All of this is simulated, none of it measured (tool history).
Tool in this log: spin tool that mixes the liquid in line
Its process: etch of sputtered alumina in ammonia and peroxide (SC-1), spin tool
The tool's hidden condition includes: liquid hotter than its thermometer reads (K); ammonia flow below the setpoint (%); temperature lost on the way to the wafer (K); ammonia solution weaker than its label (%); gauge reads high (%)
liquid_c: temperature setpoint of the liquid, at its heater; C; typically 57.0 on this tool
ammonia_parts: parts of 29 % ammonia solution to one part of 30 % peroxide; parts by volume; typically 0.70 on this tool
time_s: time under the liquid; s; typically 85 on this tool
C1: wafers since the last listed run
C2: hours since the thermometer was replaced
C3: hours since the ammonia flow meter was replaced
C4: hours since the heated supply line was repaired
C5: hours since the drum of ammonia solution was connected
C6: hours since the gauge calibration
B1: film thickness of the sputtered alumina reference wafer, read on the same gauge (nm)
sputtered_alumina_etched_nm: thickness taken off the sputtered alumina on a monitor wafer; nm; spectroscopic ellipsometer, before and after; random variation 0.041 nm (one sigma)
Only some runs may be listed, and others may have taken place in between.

{"run": 1, "hour": 0.0, "liquid_c": 57.0, "ammonia_parts": 0.7, "time_s": 85, "C1": 0, "C2": 2151.5, "C3": 473.9, "C4": 2182.3, "C5": 134.1, "C6": 1721.8, "B1": 119.98, "sputtered_alumina_etched_nm": 8.72}
{"run": 2, "hour": 54.1, "liquid_c": 57.0, "ammonia_parts": 0.7, "time_s": 85, "C1": 691, "C2": 2205.6, "C3": 528.0, "C4": 2236.4, "C5": 188.2, "C6": 1775.9, "B1": 120.03, "sputtered_alumina_etched_nm": 8.74}
{"run": 3, "hour": 100.5, "liquid_c": 57.0, "ammonia_parts": 0.7, "time_s": 85, "C1": 593, "C2": 2252.0, "C3": 574.4, "C4": 2282.8, "C5": 234.6, "C6": 1822.3, "B1": 119.97, "sputtered_alumina_etched_nm": 8.68}
{"run": 4, "hour": 173.3, "liquid_c": 57.0, "ammonia_parts": 0.85, "time_s": 85, "C1": 930, "C2": 2324.8, "C3": 647.2, "C4": 2355.6, "C5": 307.4, "C6": 1895.1, "B1": 120.0, "sputtered_alumina_etched_nm": 8.87}
{"run": 5, "hour": 267.6, "liquid_c": 48.5, "ammonia_parts": 0.7, "time_s": 100, "C1": 1205, "C2": 2419.1, "C3": 741.5, "C4": 2449.9, "C5": 401.7, "C6": 1989.4, "B1": 120.0, "sputtered_alumina_etched_nm": 6.57}
{"hour": 296.8, "done": "thermometer replaced"}
{"run": 6, "hour": 359.6, "liquid_c": 51.5, "ammonia_parts": 0.7, "time_s": 115, "C1": 1162, "C2": 62.8, "C3": 833.5, "C4": 2541.9, "C5": 493.7, "C6": 2081.4, "B1": 119.99, "sputtered_alumina_etched_nm": 9.4}
{"run": 7, "hour": 429.3, "liquid_c": 60.5, "ammonia_parts": 0.7, "time_s": 85, "C1": 890, "C2": 132.5, "C3": 903.2, "C4": 2611.6, "C5": 563.4, "C6": 2151.1, "B1": 119.97, "sputtered_alumina_etched_nm": 11.14}
{"run": 8, "hour": 526.7, "liquid_c": 57.0, "ammonia_parts": 0.7, "time_s": 120, "C1": 1244, "C2": 229.9, "C3": 1000.6, "C4": 2709.0, "C5": 660.8, "C6": 2248.5, "B1": 120.0, "sputtered_alumina_etched_nm": 13.08}
{"run": 9, "hour": 611.5, "liquid_c": 57.0, "ammonia_parts": 0.7, "time_s": 85, "C1": 1083, "C2": 314.7, "C3": 1085.4, "C4": 2793.8, "C5": 745.6, "C6": 2333.3, "B1": 119.99, "sputtered_alumina_etched_nm": 9.28}
{"hour": 676.9, "done": "gauge calibrated"}
{"hour": 679.9, "done": "thermometer replaced, repeated, since the last time left the tool worse"}
{"run": 10, "hour": 710.7, "liquid_c": 57.0, "ammonia_parts": 0.7, "time_s": 85, "C1": 1255, "C2": 30.8, "C3": 1184.6, "C4": 2893.0, "C5": 844.8, "C6": 33.8, "B1": 119.98, "sputtered_alumina_etched_nm": 8.26}
{"run": 11, "hour": 809.3, "liquid_c": 60.5, "ammonia_parts": 0.6, "time_s": 70, "C1": 1260, "C2": 129.4, "C3": 1283.2, "C4": 2991.6, "C5": 943.4, "C6": 132.4, "B1": 120.06, "sputtered_alumina_etched_nm": 8.06}
{"run": 12, "hour": 853.4, "liquid_c": 52.5, "ammonia_parts": 0.6, "time_s": 125, "C1": 563, "C2": 173.5, "C3": 1327.3, "C4": 3035.7, "C5": 987.5, "C6": 176.5, "B1": 119.98, "sputtered_alumina_etched_nm": 9.5}
{"hour": 909.7, "done": "new drum of ammonia solution connected"}
{"hour": 981.8, "done": "heated supply line repaired"}
{"run": 13, "hour": 995.5, "liquid_c": 62.5, "ammonia_parts": 0.7, "time_s": 100, "C1": 1790, "C2": 315.6, "C3": 1469.4, "C4": 13.7, "C5": 85.8, "C6": 318.6, "B1": 119.98, "sputtered_alumina_etched_nm": 12.94}
{"run": 14, "hour": 1067.7, "liquid_c": 53.0, "ammonia_parts": 0.45, "time_s": 120, "C1": 922, "C2": 387.8, "C3": 1541.6, "C4": 85.9, "C5": 158.0, "C6": 390.8, "B1": 120.03, "sputtered_alumina_etched_nm": 9.14}
{"run": 15, "hour": 1169.3, "liquid_c": 57.0, "ammonia_parts": 0.7, "time_s": 85, "C1": 1298, "C2": 489.4, "C3": 1643.2, "C4": 187.5, "C5": 259.6, "C6": 492.4, "B1": 119.98, "sputtered_alumina_etched_nm": 8.44}
{"hour": 1180.0, "done": "ammonia flow meter replaced"}
{"run": 16, "hour": 1209.5, "liquid_c": 53.5, "ammonia_parts": 0.9, "time_s": 60, "C1": 500, "C2": 529.6, "C3": 29.5, "C4": 227.7, "C5": 299.8, "C6": 532.6, "B1": 119.98, "sputtered_alumina_etched_nm": 5.05}
{"run": 17, "hour": 1262.3, "liquid_c": 63.0, "ammonia_parts": 0.55, "time_s": 85, "C1": 674, "C2": 582.4, "C3": 82.3, "C4": 280.5, "C5": 352.6, "C6": 585.4, "B1": 119.97, "sputtered_alumina_etched_nm": 11.04}
{"run": 18, "hour": 1322.8, "liquid_c": 51.0, "ammonia_parts": 0.7, "time_s": 85, "C1": 773, "C2": 642.9, "C3": 142.8, "C4": 341.0, "C5": 413.1, "C6": 645.9, "B1": 120.02, "sputtered_alumina_etched_nm": 6.08}
{"run": 19, "hour": 1377.1, "liquid_c": 57.0, "ammonia_parts": 0.7, "time_s": 85, "C1": 693, "C2": 697.2, "C3": 197.1, "C4": 395.3, "C5": 467.4, "C6": 700.2, "B1": 120.0, "sputtered_alumina_etched_nm": 8.38}
{"run": 20, "hour": 1566.9, "liquid_c": 57.0, "ammonia_parts": 0.7, "time_s": 50, "C1": 2425, "C2": 887.0, "C3": 386.9, "C4": 585.1, "C5": 657.2, "C6": 890.0, "B1": 119.97, "sputtered_alumina_etched_nm": 4.93}
{"run": 21, "hour": 1609.8, "liquid_c": 57.0, "ammonia_parts": 0.7, "time_s": 85, "C1": 548, "C2": 929.9, "C3": 429.8, "C4": 628.0, "C5": 700.1, "C6": 932.9, "B1": 119.98, "sputtered_alumina_etched_nm": 8.45}
{"run": 22, "hour": 1688.6, "liquid_c": 57.0, "ammonia_parts": 0.7, "time_s": 85, "C1": 1007, "C2": 1008.7, "C3": 508.6, "C4": 706.8, "C5": 778.9, "C6": 1011.7, "B1": 120.0, "sputtered_alumina_etched_nm": 8.52}
{"run": 23, "hour": 1781.4, "liquid_c": 57.0, "ammonia_parts": 0.9, "time_s": 45, "C1": 1186, "C2": 1101.5, "C3": 601.4, "C4": 799.6, "C5": 871.7, "C6": 1104.5, "B1": 120.0, "sputtered_alumina_etched_nm": 4.63}
{"run": 24, "hour": 1837.5, "liquid_c": 60.5, "ammonia_parts": 0.35, "time_s": 45, "C1": 716, "C2": 1157.6, "C3": 657.5, "C4": 855.7, "C5": 927.8, "C6": 1160.6, "B1": 120.02, "sputtered_alumina_etched_nm": 5.09}

Consider 4 possible next runs. They are alternatives, not a sequence: every one starts from the tool as it was left by run 24. What does each give?
{"run": "A", "hour": 1837.9, "liquid_c": 51.5, "ammonia_parts": 0.7, "time_s": 85, "C1": 5, "C2": 1158.0, "C3": 657.9, "C4": 856.1, "C5": 928.2, "C6": 1161.0, "B1": "?", "sputtered_alumina_etched_nm": "?"}
{"run": "B", "hour": 1837.9, "liquid_c": 57.0, "ammonia_parts": 0.7, "time_s": 105, "C1": 5, "C2": 1158.0, "C3": 657.9, "C4": 856.1, "C5": 928.2, "C6": 1161.0, "B1": "?", "sputtered_alumina_etched_nm": "?"}
{"run": "C", "hour": 1837.9, "liquid_c": 57.0, "ammonia_parts": 0.55, "time_s": 55, "C1": 5, "C2": 1158.0, "C3": 657.9, "C4": 856.1, "C5": 928.2, "C6": 1161.0, "B1": "?", "sputtered_alumina_etched_nm": "?"}
{"run": "D", "hour": 1837.9, "liquid_c": 65.5, "ammonia_parts": 0.5, "time_s": 55, "C1": 5, "C2": 1158.0, "C3": 657.9, "C4": 856.1, "C5": 928.2, "C6": 1161.0, "B1": "?", "sputtered_alumina_etched_nm": "?"}

run=A B1=119.97 sputtered_alumina_etched_nm=6.34
run=B B1=119.97 sputtered_alumina_etched_nm=10.50
run=C B1=119.97 sputtered_alumina_etched_nm=5.38
run=D B1=119.97 sputtered_alumina_etched_nm=8.20
With the hidden condition removed and each run's random variation left untouched, the same runs would have given:
run=A sputtered_alumina_etched_nm=6.15
run=B sputtered_alumina_etched_nm=10.20
run=C sputtered_alumina_etched_nm=5.22
run=D sputtered_alumina_etched_nm=7.98

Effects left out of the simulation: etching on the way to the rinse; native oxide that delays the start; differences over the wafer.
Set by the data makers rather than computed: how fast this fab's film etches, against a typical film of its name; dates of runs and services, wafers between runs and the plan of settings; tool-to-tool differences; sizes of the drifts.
